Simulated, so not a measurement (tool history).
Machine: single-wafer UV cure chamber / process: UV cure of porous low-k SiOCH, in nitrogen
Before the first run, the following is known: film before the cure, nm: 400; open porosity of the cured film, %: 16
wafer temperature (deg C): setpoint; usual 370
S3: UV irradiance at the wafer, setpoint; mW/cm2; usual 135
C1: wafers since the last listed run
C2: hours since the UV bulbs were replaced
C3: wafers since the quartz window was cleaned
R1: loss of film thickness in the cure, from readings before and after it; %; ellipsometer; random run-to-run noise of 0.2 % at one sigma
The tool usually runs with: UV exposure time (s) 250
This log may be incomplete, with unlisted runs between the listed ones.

run 1 hour=0 | wafer_temperature_(deg_C)=370 UV_exposure_time_(s)=250 S3=135 | C1=0 C2=812.8 C3=706 | R1=10.22
run 2 hour=83.9 | wafer_temperature_(deg_C)=370 UV_exposure_time_(s)=250 S3=135 | C1=491 C2=896.7 C3=1197 | R1=10.097
run 3 hour=185.8 | wafer_temperature_(deg_C)=370 UV_exposure_time_(s)=250 S3=135 | C1=597 C2=998.6 C3=1794 | R1=10.013
run 4 hour=270.2 | wafer_temperature_(deg_C)=370 UV_exposure_time_(s)=290 S3=147 | C1=494 C2=1083 C3=2289 | R1=10.436
run 5 hour=307.5 | wafer_temperature_(deg_C)=370 UV_exposure_time_(s)=250 S3=135 | C1=218 C2=1120.3 C3=2508 | R1=9.509
-- hour=365.7 quartz window cleaned
run 6 hour=384.1 | wafer_temperature_(deg_C)=370 UV_exposure_time_(s)=250 S3=135 | C1=401 C2=1196.9 C3=107 | R1=10.444
run 7 hour=636.2 | wafer_temperature_(deg_C)=370 UV_exposure_time_(s)=200 S3=135 | C1=1477 C2=1449 C3=1585 | R1=8.592
run 8 hour=724.1 | wafer_temperature_(deg_C)=370 UV_exposure_time_(s)=200 S3=135 | C1=515 C2=1536.9 C3=2100 | R1=8.382
run 9 hour=811.4 | wafer_temperature_(deg_C)=370 UV_exposure_time_(s)=200 S3=135 | C1=511 C2=1624.2 C3=2611 | R1=8.026
-- hour=845.6 quartz window cleaned
run 10 hour=909.8 | wafer_temperature_(deg_C)=370 UV_exposure_time_(s)=200 S3=159 | C1=529 C2=1722.6 C3=376 | R1=8.936
run 11 hour=975.2 | wafer_temperature_(deg_C)=370 UV_exposure_time_(s)=200 S3=159 | C1=383 C2=1788 C3=759 | R1=8.907
-- hour=1030.2 UV bulbs replaced
run 12 hour=1030.7 | wafer_temperature_(deg_C)=370 UV_exposure_time_(s)=250 S3=135 | C1=278 C2=0.5 C3=1037 | R1=10.373
run 13 hour=1085 | wafer_temperature_(deg_C)=370 UV_exposure_time_(s)=250 S3=135 | C1=318 C2=54.8 C3=1356 | R1=10.176
-- hour=1226.2 quartz window cleaned
run 14 hour=1348.1 | wafer_temperature_(deg_C)=370 UV_exposure_time_(s)=250 S3=150 | C1=1494 C2=317.9 C3=714 | R1=10.853
run 15 hour=1419.4 | wafer_temperature_(deg_C)=370 UV_exposure_time_(s)=250 S3=149 | C1=417 C2=389.2 C3=1132 | R1=10.746
run 16 hour=1457.2 | wafer_temperature_(deg_C)=354 UV_exposure_time_(s)=105 S3=104 | C1=221 C2=427 C3=1353 | R1=5.677

For run 17, what comes out?
run 17 hour=1495 | wafer_temperature_(deg_C)=357 UV_exposure_time_(s)=105 S3=135 | C1=221 C2=464.8 C3=1575 | R1=?

Run 17 produced R1 6.614 %.
Minus the tool's unlogged condition, the same run would have read R1 7.475 %.
